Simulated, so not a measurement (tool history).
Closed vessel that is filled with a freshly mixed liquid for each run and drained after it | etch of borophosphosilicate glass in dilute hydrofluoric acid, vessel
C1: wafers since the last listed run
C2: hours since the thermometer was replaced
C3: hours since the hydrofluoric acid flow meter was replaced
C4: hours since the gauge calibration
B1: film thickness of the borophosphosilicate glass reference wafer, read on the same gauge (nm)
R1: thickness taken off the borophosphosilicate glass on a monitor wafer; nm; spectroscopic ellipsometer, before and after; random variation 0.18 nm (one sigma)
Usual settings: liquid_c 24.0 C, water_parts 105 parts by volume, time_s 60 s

{"run": 1, "hour": 0.0, "liquid_c": 24.0, "water_parts": 105, "time_s": 60, "C1": 0, "C2": 2141.4, "C3": 359.4, "C4": 540.0, "B1": 129.99, "R1": 44.63}
{"run": 2, "hour": 71.2, "liquid_c": 24.0, "water_parts": 105, "time_s": 60, "C1": 6146, "C2": 2212.6, "C3": 430.6, "C4": 611.2, "B1": 130.0, "R1": 44.7}
{"run": 3, "hour": 107.8, "liquid_c": 24.0, "water_parts": 105, "time_s": 60, "C1": 3159, "C2": 2249.2, "C3": 467.2, "C4": 647.8, "B1": 130.0, "R1": 44.89}
{"run": 4, "hour": 157.6, "liquid_c": 24.0, "water_parts": 105, "time_s": 60, "C1": 4299, "C2": 2299.0, "C3": 517.0, "C4": 697.6, "B1": 130.02, "R1": 44.81}
{"run": 5, "hour": 260.2, "liquid_c": 24.0, "water_parts": 105, "time_s": 60, "C1": 8857, "C2": 2401.6, "C3": 619.6, "C4": 800.2, "B1": 130.02, "R1": 45.13}
{"run": 6, "hour": 304.3, "liquid_c": 24.0, "water_parts": 105, "time_s": 60, "C1": 3807, "C2": 2445.7, "C3": 663.7, "C4": 844.3, "B1": 130.01, "R1": 44.78}
{"run": 7, "hour": 353.6, "liquid_c": 24.0, "water_parts": 105, "time_s": 60, "C1": 4256, "C2": 2495.0, "C3": 713.0, "C4": 893.6, "B1": 129.99, "R1": 44.92}
{"run": 8, "hour": 423.2, "liquid_c": 24.0, "water_parts": 105, "time_s": 60, "C1": 6008, "C2": 2564.6, "C3": 782.6, "C4": 963.2, "B1": 130.01, "R1": 45.54}
{"hour": 451.9, "done": "thermometer replaced"}
{"run": 9, "hour": 494.3, "liquid_c": 24.0, "water_parts": 105, "time_s": 50, "C1": 6051, "C2": 42.4, "C3": 853.7, "C4": 1034.3, "B1": 129.99, "R1": 34.62}
{"run": 10, "hour": 536.6, "liquid_c": 24.0, "water_parts": 105, "time_s": 50, "C1": 3651, "C2": 84.7, "C3": 896.0, "C4": 1076.6, "B1": 130.03, "R1": 34.64}
{"run": 11, "hour": 590.7, "liquid_c": 24.0, "water_parts": 105, "time_s": 60, "C1": 4670, "C2": 138.8, "C3": 950.1, "C4": 1130.7, "B1": 130.0, "R1": 41.95}
{"run": 12, "hour": 624.7, "liquid_c": 24.0, "water_parts": 105, "time_s": 60, "C1": 2935, "C2": 172.8, "C3": 984.1, "C4": 1164.7, "B1": 130.01, "R1": 41.8}
{"run": 13, "hour": 679.5, "liquid_c": 27.5, "water_parts": 145, "time_s": 85, "C1": 4730, "C2": 227.6, "C3": 1038.9, "C4": 1219.5, "B1": 130.0, "R1": 46.46}
{"run": 14, "hour": 738.3, "liquid_c": 24.0, "water_parts": 105, "time_s": 60, "C1": 5076, "C2": 286.4, "C3": 1097.7, "C4": 1278.3, "B1": 130.0, "R1": 41.91}
{"run": 15, "hour": 762.4, "liquid_c": 27.0, "water_parts": 55, "time_s": 30, "C1": 2080, "C2": 310.5, "C3": 1121.8, "C4": 1302.4, "B1": 130.0, "R1": 48.06}
{"run": 16, "hour": 813.3, "liquid_c": 24.0, "water_parts": 105, "time_s": 60, "C1": 4394, "C2": 361.4, "C3": 1172.7, "C4": 1353.3, "B1": 130.0, "R1": 41.95}
{"hour": 837.2, "done": "hydrofluoric acid flow meter replaced"}
{"run": 17, "hour": 862.7, "liquid_c": 24.0, "water_parts": 105, "time_s": 60, "C1": 4178, "C2": 410.8, "C3": 25.5, "C4": 1402.7, "B1": 130.0, "R1": 42.04}
{"run": 18, "hour": 912.4, "liquid_c": 21.0, "water_parts": 105, "time_s": 60, "C1": 4290, "C2": 460.5, "C3": 75.2, "C4": 1452.4, "B1": 130.0, "R1": 37.74}
{"hour": 915.6, "done": "gauge calibrated"}
{"run": 19, "hour": 940.8, "liquid_c": 24.0, "water_parts": 105, "time_s": 70, "C1": 2451, "C2": 488.9, "C3": 103.6, "C4": 25.2, "B1": 129.99, "R1": 49.29}
{"run": 20, "hour": 1004.6, "liquid_c": 24.0, "water_parts": 105, "time_s": 60, "C1": 5507, "C2": 552.7, "C3": 167.4, "C4": 89.0, "B1": 129.97, "R1": 42.56}
{"run": 21, "hour": 1039.9, "liquid_c": 22.0, "water_parts": 105, "time_s": 60, "C1": 3047, "C2": 588.0, "C3": 202.7, "C4": 124.3, "B1": 129.99, "R1": 39.05}
{"run": 22, "hour": 1082.7, "liquid_c": 24.0, "water_parts": 140, "time_s": 35, "C1": 3694, "C2": 630.8, "C3": 245.5, "C4": 167.1, "B1": 129.98, "R1": 17.74}
{"run": 23, "hour": 1148.7, "liquid_c": 24.0, "water_parts": 75, "time_s": 35, "C1": 5697, "C2": 696.8, "C3": 311.5, "C4": 233.1, "B1": 130.01, "R1": 36.07}
{"run": 24, "hour": 1175.9, "liquid_c": 24.0, "water_parts": 105, "time_s": 60, "C1": 2348, "C2": 724.0, "C3": 338.7, "C4": 260.3, "B1": 130.0, "R1": 42.41}

Forecast each of these 5 alternatives for the next run:
{"run": "A", "hour": 1176.6, "liquid_c": 24.0, "water_parts": 145, "time_s": 60, "C1": 60, "C2": 724.7, "C3": 339.4, "C4": 261.0, "B1": "?", "R1": "?"}
{"run": "B", "hour": 1176.6, "liquid_c": 24.0, "water_parts": 130, "time_s": 90, "C1": 60, "C2": 724.7, "C3": 339.4, "C4": 261.0, "B1": "?", "R1": "?"}
{"run": "C", "hour": 1176.6, "liquid_c": 21.0, "water_parts": 105, "time_s": 30, "C1": 60, "C2": 724.7, "C3": 339.4, "C4": 261.0, "B1": "?", "R1": "?"}
{"run": "D", "hour": 1176.6, "liquid_c": 24.0, "water_parts": 130, "time_s": 35, "C1": 60, "C2": 724.7, "C3": 339.4, "C4": 261.0, "B1": "?", "R1": "?"}
{"run": "E", "hour": 1176.6, "liquid_c": 28.5, "water_parts": 105, "time_s": 60, "C1": 60, "C2": 724.7, "C3": 339.4, "C4": 261.0, "B1": "?", "R1": "?"}

run=A B1=129.99 R1=29.36
run=B B1=129.99 R1=50.01
run=C B1=129.99 R1=18.89
run=D B1=129.99 R1=19.45
run=E B1=129.99 R1=50.57
Without the tool's hidden state the same runs would have given:
run=A R1=28.48
run=B R1=48.49
run=C R1=18.28
run=D R1=18.86
run=E R1=49.07
